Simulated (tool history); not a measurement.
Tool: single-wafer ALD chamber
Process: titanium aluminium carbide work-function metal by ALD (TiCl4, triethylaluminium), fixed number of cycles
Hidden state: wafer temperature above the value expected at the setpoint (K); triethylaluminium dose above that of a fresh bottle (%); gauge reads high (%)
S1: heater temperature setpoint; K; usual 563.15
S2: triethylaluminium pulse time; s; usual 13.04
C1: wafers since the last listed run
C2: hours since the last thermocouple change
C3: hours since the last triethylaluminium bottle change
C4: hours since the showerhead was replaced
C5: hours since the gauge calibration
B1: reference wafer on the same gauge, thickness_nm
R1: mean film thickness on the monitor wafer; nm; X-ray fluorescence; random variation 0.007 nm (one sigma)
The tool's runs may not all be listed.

run   hour      S1     S2   C1      C2     C3      C4     C5     B1     R1
  1    0.0  563.15  13.04    0  2226.9  549.1  6087.9  426.4  1.700  2.043
  2   29.1  563.15  13.04  243  2256.0  578.2  6117.0  455.5  1.701  2.037
  3   61.4  563.15  13.04  270  2288.3  610.5  6149.3  487.8  1.700  2.038
  4   92.9  563.15  13.04  263  2319.8  642.0  6180.8  519.3  1.697  2.029
  5  114.0  563.15  13.04  176  2340.9  663.1  6201.9  540.4  1.701  2.048
  6  140.7  563.15  13.04  223  2367.6  689.8  6228.6  567.1  1.703  2.026
  7  176.0  553.15  13.04  295  2402.9  725.1  6263.9  602.4  1.702  1.917
  8  192.8  553.15  13.04  140  2419.7  741.9  6280.7  619.2  1.698  1.913
  9  222.6  553.15  13.04  249  2449.5  771.7  6310.5  649.0  1.699  1.924
 10  248.6  563.15  13.04  217  2475.5  797.7  6336.5  675.0  1.697  2.023
     259.0  -- showerhead replaced
     283.9  -- thermocouple changed; heater temperature recalibrated
     284.7  -- gauge calibrated
 11  353.9  563.15  13.04  747    70.0  903.0    94.9   69.2  1.701  1.991
 12  377.2  563.15  13.04  194    93.3  926.3   118.2   92.5  1.702  2.004
     403.3  -- triethylaluminium bottle replaced
 13  410.5  569.15  16.27  211   126.6    7.2   151.5  125.8  1.699  2.117
 14  423.0  563.15  11.51  104   139.1   19.7   164.0  138.3  1.702  2.032
 15  440.4  575.15   8.94  145   156.5   37.1   181.4  155.7  1.701  2.143
 16  465.7  563.15  13.04  211   181.8   62.4   206.7  181.0  1.700  2.053
 17  487.0  573.15  15.09  178   203.1   83.7   228.0  202.3  1.700  2.173
 18  499.3  552.15  15.15  102   215.4   96.0   240.3  214.6  1.699  1.934
 19  513.8  575.15  13.04  121   229.9  110.5   254.8  229.1  1.701  2.165
 20  527.3  569.15  15.98  112   243.4  124.0   268.3  242.6  1.699  2.129
 21  553.7  574.15  13.04  220   269.8  150.4   294.7  269.0  1.699  2.168
 22  590.4  563.15  11.30  307   306.5  187.1   331.4  305.7  1.698  2.030
 23  672.3  563.15  11.45  685   388.4  269.0   413.3  387.6  1.702  2.048

4 ways to go on from here, each from the tool as it stands after run 23. What would each give?
  A  672.7  563.15  13.04   3  388.8  269.4  413.7  388.0   ?   ?
  B  672.7  569.15  16.53   3  388.8  269.4  413.7  388.0   ?   ?
  C  672.7  557.15  11.28   3  388.8  269.4  413.7  388.0   ?   ?
  D  672.7  554.15  10.76   3  388.8  269.4  413.7  388.0   ?   ?

run     B1     R1
  A  1.701  2.056
  B  1.701  2.135
  C  1.701  1.978
  D  1.701  1.942
Without the tool's hidden state the same runs would have given:
run     R1
  A  2.059
  B  2.137
  C  1.982
  D  1.946

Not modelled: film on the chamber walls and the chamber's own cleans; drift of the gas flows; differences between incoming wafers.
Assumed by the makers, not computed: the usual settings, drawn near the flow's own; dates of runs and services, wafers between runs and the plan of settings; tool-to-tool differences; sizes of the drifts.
